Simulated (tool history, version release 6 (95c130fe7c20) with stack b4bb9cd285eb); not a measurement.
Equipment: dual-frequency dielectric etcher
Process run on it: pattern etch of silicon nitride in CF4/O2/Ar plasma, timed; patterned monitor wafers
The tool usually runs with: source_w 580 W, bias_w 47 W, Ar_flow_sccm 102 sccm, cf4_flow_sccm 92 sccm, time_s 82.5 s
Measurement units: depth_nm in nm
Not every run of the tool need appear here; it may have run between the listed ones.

| run | hour | source_w | bias_w | Ar_flow_sccm | cf4_flow_sccm | time_s | wafers since the last listed run | hours since the last wet clean | hours since the last source power generator calibration | hours since the last bias power generator calibration | hours since the last Ar flow controller change | hours since the last CF4 flow controller change | hours since the last upper electrode change | hours since the gauge calibration | read-back reference wafer on the same gauge, depth_nm | depth_nm |
|---|---|---|---|---|---|---|---|---|---|---|---|---|---|---|---|---|
| 1 | 0 | 580 | 47 | 102 | 92 | 82.5 | 0 | 373.7 | 4759.1 | 1209.7 | 2245.6 | 3849.5 | 2774.6 | 309.7 | 179.8 | 163.4 |
| 2 | 21.5 | 580 | 47 | 102 | 92 | 82.5 | 214 | 395.2 | 4780.6 | 1231.2 | 2267.1 | 3871 | 2796.1 | 331.2 | 179.8 | 164.1 |
| 3 | 81 | 500 | 47 | 102 | 92 | 82.5 | 592 | 454.7 | 4840.1 | 1290.7 | 2326.6 | 3930.5 | 2855.6 | 390.7 | 180.2 | 149.1 |
| 4 | 111 | 500 | 47 | 102 | 92 | 82.5 | 298 | 484.7 | 4870.1 | 1320.7 | 2356.6 | 3960.5 | 2885.6 | 420.7 | 180.1 | 149.4 |
|  | 127.8 | source power generator calibrated |
|  | 155.2 | upper electrode replaced, of another model than before |
| 5 | 155.7 | 580 | 47 | 102 | 92 | 82.5 | 166 | 529.4 | 27.9 | 1365.4 | 2401.3 | 4005.2 | 0.5 | 465.4 | 179.9 | 162.6 |
| 6 | 157.7 | 580 | 47 | 102 | 92 | 82.5 | 19 | 531.4 | 29.9 | 1367.4 | 2403.3 | 4007.2 | 2.5 | 467.4 | 179.6 | 163.6 |
|  | 172.4 | gauge calibrated |
|  | 177.4 | Ar flow controller replaced |
| 7 | 182.5 | 580 | 47 | 102 | 92 | 82.5 | 187 | 556.2 | 54.7 | 1392.2 | 5.1 | 4032 | 27.3 | 10.1 | 180.1 | 163.3 |
|  | 215.2 | wet clean of the chamber |
| 8 | 215.7 | 580 | 47 | 102 | 79 | 82.5 | 91 | 0.5 | 87.9 | 1425.4 | 38.3 | 4065.2 | 60.5 | 43.3 | 180.1 | 162.6 |
| 9 | 228.6 | 480 | 47 | 102 | 92 | 82.5 | 128 | 13.4 | 100.8 | 1438.3 | 51.2 | 4078.1 | 73.4 | 56.2 | 180 | 154.5 |
|  | 237.5 | CF4 flow controller replaced |
| 10 | 290.2 | 580 | 47 | 102 | 92 | 82.5 | 554 | 75 | 162.4 | 1499.9 | 112.8 | 52.7 | 135 | 117.8 | 180.1 | 164.8 |
| 11 | 305.2 | 460 | 47 | 122 | 92 | 82.5 | 149 | 90 | 177.4 | 1514.9 | 127.8 | 67.7 | 150 | 132.8 | 180 | 147.7 |
| 12 | 327.2 | 580 | 47 | 102 | 92 | 93.5 | 219 | 112 | 199.4 | 1536.9 | 149.8 | 89.7 | 172 | 154.8 | 180.2 | 187.4 |
| 13 | 351.4 | 580 | 47 | 102 | 104 | 82.5 | 241 | 136.2 | 223.6 | 1561.1 | 174 | 113.9 | 196.2 | 179 | 180 | 167.4 |
|  | 360.9 | bias power generator calibrated |
| 14 | 381.4 | 580 | 47 | 102 | 92 | 94.5 | 259 | 166.2 | 253.6 | 20.5 | 204 | 143.9 | 226.2 | 209 | 179.8 | 189.3 |
| 15 | 398.8 | 580 | 47 | 102 | 98 | 64.5 | 173 | 183.6 | 271 | 37.9 | 221.4 | 161.3 | 243.6 | 226.4 | 180.1 | 129.9 |
| 16 | 420.8 | 460 | 47 | 102 | 98 | 66 | 219 | 205.6 | 293 | 59.9 | 243.4 | 183.3 | 265.6 | 248.4 | 179.9 | 121.4 |
| 17 | 442.2 | 460 | 39 | 124 | 92 | 82.5 | 213 | 227 | 314.4 | 81.3 | 264.8 | 204.7 | 287 | 269.8 | 179.9 | 125.1 |
| 18 | 457.1 | 580 | 47 | 102 | 92 | 82.5 | 148 | 241.9 | 329.3 | 96.2 | 279.7 | 219.6 | 301.9 | 284.7 | 180.1 | 164.8 |
| 19 | 482.9 | 580 | 40 | 102 | 92 | 82.5 | 257 | 267.7 | 355.1 | 122 | 305.5 | 245.4 | 327.7 | 310.5 | 179.8 | 145.3 |
| 20 | 494.9 | 710 | 37 | 102 | 92 | 82.5 | 119 | 279.7 | 367.1 | 134 | 317.5 | 257.4 | 339.7 | 322.5 | 180.2 | 146.9 |
| 21 | 514.2 | 580 | 47 | 80 | 82 | 95.5 | 192 | 299 | 386.4 | 153.3 | 336.8 | 276.7 | 359 | 341.8 | 179.9 | 193.4 |

Selected run-to-run steps in depth_nm, each split into two signed amounts: the part the tool would show with no hidden state at all (from settings, incoming material and random variation), and the remainder, which goes to the hidden state together with any gauge scatter not common to the measured and the hidden-state-free results:
Hidden conditions of the tool in this case: etch rate over this chamber's usual, %; source power that arrives over what is set, %; bias power that arrives over what is set, %; Ar flow that arrives over what is set, %; CF4 flow that arrives over what is set, %; gauge reads high (%).
Run 7 -> 8: cf4_flow_sccm 92 -> 79, wet clean of the chamber. depth_nm -0.7 nm: hidden state +3.2, all else -3.9.
Run 14 -> 15: cf4_flow_sccm 92 -> 98, time_s 94.5 -> 64.5. depth_nm -59.4 nm: hidden state +0.3, all else -59.7.
Run 20 -> 21: source_w 710 -> 580, bias_w 37 -> 47, Ar_flow_sccm 102 -> 80, cf4_flow_sccm 92 -> 82, time_s 82.5 -> 95.5. depth_nm +46.5 nm: hidden state -0.7, all else +47.2.
